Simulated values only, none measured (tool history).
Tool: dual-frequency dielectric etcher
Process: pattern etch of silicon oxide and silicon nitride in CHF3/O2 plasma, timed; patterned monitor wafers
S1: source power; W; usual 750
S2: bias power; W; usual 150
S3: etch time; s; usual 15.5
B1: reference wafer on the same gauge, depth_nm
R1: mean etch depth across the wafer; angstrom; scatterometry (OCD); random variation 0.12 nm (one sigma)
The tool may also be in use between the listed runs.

run    hour   S1   S2    S3     B1     R1
  1     0.0  750  150  15.5  21.97  218.8
  2    34.3  750  136  15.5  22.05  213.6
  3    75.4  750  162  15.5  21.99  222.4
  4   130.7  750  162  15.5  21.96  220.8
  5   192.2  750  162  15.5  21.99  218.3
  6   248.9  750  150  15.5  21.97  212.9
  7   294.5  750  150  15.5  22.00  212.9
  8   333.7  750  150  15.5  22.00  209.1
      386.0  -- wet clean of the chamber
  9   386.5  930  175  19.5  22.00  316.7
 10   430.1  750  150  15.5  22.00  220.3
 11   462.3  750  162  15.5  22.01  227.0
 12   495.5  850  150  15.5  21.98  233.3
 13   532.0  750  150  15.5  21.98  218.4
 14   584.3  820  150  13.5  21.99  198.3
 15   645.7  680  150  15.5  22.00  207.9
 16   682.7  750  170  15.5  21.99  222.4
 17   741.2  620  160  19.5  21.94  254.4
      772.7  -- source power generator calibrated
      824.8  -- gauge calibrated
      832.4  -- wet clean of the chamber
      869.1  -- upper electrode replaced, of another model than before
 18   869.6  680  118  14.0  21.99  180.5
 19   934.1  570  150  15.5  22.03  179.7
      971.9  -- bias power generator calibrated
 20   985.2  750  150  15.5  22.04  217.4
 21  1024.1  870  150  13.0  22.04  198.2
 22  1072.5  750  150  15.5  21.98  215.0
 23  1265.5  750  150  15.5  21.99  211.7
 24  1323.9  750  174  12.0  22.01  164.6
     1401.7  -- wet clean of the chamber
 25  1402.2  650  150  11.5  22.00  151.6
 26  1429.9  620  116  15.5  21.94  189.4
 27  1476.1  750  177  15.5  21.94  226.6
 28  1541.0  920  166  15.5  22.02  249.9

5 ways to go on from here, each from the tool as it stands after run 28. What would each give?
  A  1541.4  750  150  15.5   ?   ?
  B  1541.4  750  171  15.5   ?   ?
  C  1541.4  830  133  11.5   ?   ?
  D  1541.4  660  175  11.0   ?   ?
  E  1541.4  750  178  15.5   ?   ?

run     B1     R1
  A  21.99  221.6
  B  21.99  225.2
  C  21.99  173.0
  D  21.99  146.9
  E  21.99  226.4
Without the tool's hidden state the same runs would have given:
run     R1
  A  223.9
  B  227.6
  C  174.8
  D  148.4
  E  228.8
